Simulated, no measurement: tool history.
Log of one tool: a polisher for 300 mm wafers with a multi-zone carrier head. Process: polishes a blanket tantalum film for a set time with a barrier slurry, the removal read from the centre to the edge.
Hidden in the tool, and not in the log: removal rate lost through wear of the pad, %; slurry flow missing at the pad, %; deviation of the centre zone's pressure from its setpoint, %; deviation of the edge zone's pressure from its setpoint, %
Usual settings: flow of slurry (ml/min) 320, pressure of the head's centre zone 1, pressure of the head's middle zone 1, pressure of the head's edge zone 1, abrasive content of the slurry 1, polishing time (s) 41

run,hour,flow of slurry (ml/min),pressure of the head's centre zone,pressure of the head's middle zone,pressure of the head's edge zone,abrasive content of the slurry,polishing time (s),wafers since the last listed run,wafers polished on this pad,hours since the slurry nozzle was cleaned,hours since the centre zone pressure was calibrated,hours since the edge zone pressure was calibrated,hours since the carrier head's membrane was replaced,"incoming thickness of the incoming film, nm",film removed at the wafer's centre (Å),film removed at mid-radius (Å),film removed at the wafer's edge (Å)
1,0,320,1,1,1,1,41,0,733,361.3,651.4,601.5,317.6,355.5,686,698,716
2,88.3,320,1,1,0.97,1,41,864,1597,449.6,739.7,689.8,405.9,363.9,705,701,693
3,192.2,320,1,1,0.97,1,41,1017,2615,553.5,843.6,793.7,509.8,363.1,698,711,691
# hour 215.4: slurry nozzle cleaned
4,245.7,320,0.91,1,1,1,41,514,3129,30.3,897.1,847.2,563.3,359.9,652,700,693
5,288.4,320,1,1,1,1,41,418,3547,73,939.8,889.9,606,364.7,702,702,702
# hour 317.6: worn pad replaced by a new one
6,327.9,320,1,1,1,1,41,347,101,112.5,979.3,929.4,645.5,364.7,721,706,707
# hour 353.3: edge zone pressure recalibrated
# hour 394.7: carrier head's membrane replaced by a new one
7,428.2,320,1,1,1,1,41,913,1014,212.8,1079.6,74.9,33.5,361.9,723,707,702
8,466.7,320,1,0.93,1,1,41,376,1391,251.3,1118.1,113.4,72,363.3,735,665,708
9,562.5,215,1,0.95,1,1.1,41,937,2329,347.1,1213.9,209.2,167.8,352.9,730,662,682
10,661.5,320,1,1,1,1,35,969,3298,446.1,1312.9,308.2,266.8,361.5,666,596,600
# hour 692.9: centre zone pressure recalibrated
# hour 707.9: worn pad replaced by a new one
11,759.9,320,1,1,0.94,0.8,48,904,509,544.5,67,406.6,365.2,357.1,765,785,760
12,839.1,320,1,1,1,1,41,775,1284,623.7,146.2,485.8,444.4,363.1,694,697,704
# hour 840.4: slurry nozzle cleaned
13,935.2,320,1,1,1,1,41,931,2215,94.8,242.3,581.9,540.5,366.2,697,706,683
# hour 1037.6: worn pad replaced by a new one
# hour 1041.1: carrier head's membrane replaced by a new one
14,1041.6,250,1,1,0.9,0.8,33,968,4,201.2,348.7,688.3,0.5,360.6,518,525,502
15,1082.8,425,0.96,1,1,1,41,403,408,242.4,389.9,729.5,41.7,361.8,716,724,700
16,1152.2,320,0.94,1,1,1.25,32,679,1087,311.8,459.3,798.9,111.1,360.6,553,578,570
17,1244.1,320,1,0.95,1.06,1.15,41,899,1987,403.7,551.2,890.8,203,366.2,752,701,756
18,1297.1,320,1,1.09,1,1,41,518,2506,456.7,604.2,943.8,256,361.2,733,759,705
# hour 1335.6: edge zone pressure recalibrated
# hour 1347.2: worn pad replaced by a new one
19,1381,320,0.89,1.12,0.95,0.75,41,762,331,540.6,688.1,45.4,339.9,362.8,613,732,644
# hour 1459.5: slurry nozzle cleaned
20,1473.1,320,1,1,1,1,41,891,1223,13.6,780.2,137.5,432,358.8,748,704,714
21,1532.5,320,1,1,1,1,41,581,1804,73,839.6,196.9,491.4,363.6,756,703,695

4 ways to go on from here, each from the tool as it stands after run 21. What would each give?
A,1532.9,320,1,1,1,1,41,3,1808,73.4,840,197.3,491.8,358.8,?,?,?
B,1532.9,320,1.05,1.04,1,1,41,3,1808,73.4,840,197.3,491.8,358.8,?,?,?
C,1532.9,320,0.94,0.9,0.9,1,30,3,1808,73.4,840,197.3,491.8,358.8,?,?,?
D,1532.9,240,1,1,1,0.9,41,3,1808,73.4,840,197.3,491.8,358.8,?,?,?

run,film removed at the wafer's centre (Å),film removed at mid-radius (Å),film removed at the wafer's edge (Å)
A,753,707,714
B,791,731,714
C,518,474,499
D,708,667,680
Without the tool's hidden state the same runs would have given:
run,film removed at the wafer's centre (Å),film removed at mid-radius (Å),film removed at the wafer's edge (Å)
A,696,707,714
B,731,731,714
C,478,474,499
D,655,668,680
